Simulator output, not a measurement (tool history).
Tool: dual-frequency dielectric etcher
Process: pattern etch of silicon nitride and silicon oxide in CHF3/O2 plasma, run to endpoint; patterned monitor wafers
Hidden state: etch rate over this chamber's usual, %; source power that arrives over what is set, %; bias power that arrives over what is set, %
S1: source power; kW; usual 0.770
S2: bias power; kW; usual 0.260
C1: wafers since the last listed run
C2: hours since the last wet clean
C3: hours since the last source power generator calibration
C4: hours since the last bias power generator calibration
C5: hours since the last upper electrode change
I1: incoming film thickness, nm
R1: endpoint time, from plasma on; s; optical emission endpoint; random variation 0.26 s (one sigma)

run,hour,S1,S2,C1,C2,C3,C4,C5,I1,R1
1,0.0,0.770,0.260,0,191.1,3212.5,3018.8,4168.1,168.0,86.0
2,8.8,0.770,0.260,41,199.9,3221.3,3027.6,4176.9,166.8,85.6
3,18.8,0.770,0.260,46,209.9,3231.3,3037.6,4186.9,166.7,85.4
4,29.2,0.770,0.260,48,220.3,3241.7,3048.0,4197.3,166.3,84.9
5,42.8,0.770,0.260,63,233.9,3255.3,3061.6,4210.9,167.0,85.1
6,55.8,0.770,0.260,60,246.9,3268.3,3074.6,4223.9,168.2,86.1
7,67.7,0.770,0.260,55,258.8,3280.2,3086.5,4235.8,166.8,84.6
8,74.8,0.730,0.231,33,265.9,3287.3,3093.6,4242.9,166.6,89.9
9,90.0,0.730,0.231,70,281.1,3302.5,3108.8,4258.1,166.8,90.1
10,107.8,0.730,0.231,82,298.9,3320.3,3126.6,4275.9,165.7,89.2
# hour 162.7: wet clean of the chamber
11,163.2,0.770,0.260,146,0.5,3375.7,3182.0,4331.3,166.5,85.9
12,176.3,0.770,0.260,61,13.6,3388.8,3195.1,4344.4,165.7,84.7
13,193.8,0.770,0.282,81,31.1,3406.3,3212.6,4361.9,167.6,84.0
# hour 203.6: source power generator calibrated
14,206.1,0.910,0.208,38,43.4,2.5,3224.9,4374.2,166.3,84.7
15,222.4,0.880,0.260,76,59.7,18.8,3241.2,4390.5,165.6,81.0
# hour 238.4: bias power generator calibrated
16,238.9,0.920,0.260,58,76.2,35.3,0.5,4407.0,166.2,79.3
17,247.4,0.670,0.306,39,84.7,43.8,9.0,4415.5,165.4,85.9
18,256.2,0.630,0.324,41,93.5,52.6,17.8,4424.3,166.5,87.1
# hour 288.7: upper electrode replaced
19,289.2,0.600,0.290,41,126.5,85.6,50.8,0.5,168.0,92.6
20,289.6,0.860,0.229,1,126.9,86.0,51.2,0.9,166.7,84.6
21,297.3,0.770,0.315,35,134.6,93.7,58.9,8.6,166.3,80.9
22,309.4,0.860,0.285,56,146.7,105.8,71.0,20.7,168.2,80.1
23,321.3,0.770,0.260,55,158.6,117.7,82.9,32.6,166.2,84.9
24,365.7,0.770,0.260,207,203.0,162.1,127.3,77.0,165.1,84.0
25,380.1,0.580,0.278,67,217.4,176.5,141.7,91.4,166.8,94.6
26,396.0,0.770,0.260,74,233.3,192.4,157.6,107.3,167.4,86.0

Forecast each of these 5 alternatives for the next run:
A,396.5,0.770,0.260,2,233.8,192.9,158.1,107.8,167.0,?
B,396.5,0.940,0.231,2,233.8,192.9,158.1,107.8,167.0,?
C,396.5,0.770,0.276,2,233.8,192.9,158.1,107.8,167.0,?
D,396.5,0.840,0.260,2,233.8,192.9,158.1,107.8,167.0,?
E,396.5,0.960,0.318,2,233.8,192.9,158.1,107.8,167.0,?

run,R1
A,85.2
B,81.0
C,83.8
D,82.2
E,73.4
Without the tool's hidden state the same runs would have given:
run,R1
A,85.9
B,81.6
C,84.4
D,82.8
E,74.0
